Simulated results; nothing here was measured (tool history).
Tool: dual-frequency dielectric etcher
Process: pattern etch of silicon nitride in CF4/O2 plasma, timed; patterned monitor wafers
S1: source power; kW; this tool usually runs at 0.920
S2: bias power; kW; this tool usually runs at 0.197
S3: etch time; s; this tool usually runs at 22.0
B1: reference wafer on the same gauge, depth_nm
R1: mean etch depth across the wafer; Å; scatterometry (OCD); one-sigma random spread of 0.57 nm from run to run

run	hour	S1	S2	S3	B1	R1
1	0.0	1.090	0.229	22.0	83.5	1038
2	17.5	1.090	0.229	22.0	83.4	1039
3	29.5	0.920	0.197	22.0	83.1	838
4	41.6	0.920	0.197	22.0	83.5	838
5	73.3	0.920	0.197	22.0	83.3	831
6	88.3	0.920	0.197	22.0	83.2	849
7	121.4	0.920	0.197	22.0	83.3	859
8	147.8	0.920	0.197	22.0	83.6	865
# hour 171.2: source power generator calibrated
9	173.0	0.920	0.197	22.0	83.4	852
# hour 204.0: upper electrode replaced
10	204.5	0.920	0.231	22.0	83.2	929
11	213.6	0.710	0.233	18.0	83.4	636
# hour 236.2: bias power generator calibrated
12	247.8	0.920	0.197	25.5	83.1	981
13	279.0	1.050	0.165	22.0	83.3	866
14	292.9	0.920	0.197	22.0	83.4	849
15	326.4	0.820	0.167	22.0	83.2	714
16	343.4	0.850	0.197	22.0	83.4	821
# hour 369.0: gauge calibrated
# hour 395.7: wet clean of the chamber
17	396.2	1.000	0.153	15.5	83.2	533
18	477.9	0.920	0.231	22.0	83.1	916
19	503.6	0.730	0.171	22.0	83.2	644
20	531.3	1.080	0.227	22.0	83.3	1018

Predict each of these 5 candidate next runs independently; none follows another, all start after run 20:
A	531.7	0.920	0.158	22.0	?	?
B	531.7	0.920	0.197	18.0	?	?
C	531.7	0.720	0.183	18.0	?	?
D	531.7	0.920	0.175	22.0	?	?
E	531.7	0.920	0.197	17.5	?	?

run	B1	R1
A	83.3	734
B	83.3	687
C	83.3	551
D	83.3	782
E	83.3	668
Stripped of hidden state, with their random variation kept, the same runs would have yielded:
run	R1
A	722
B	676
C	542
D	770
E	657
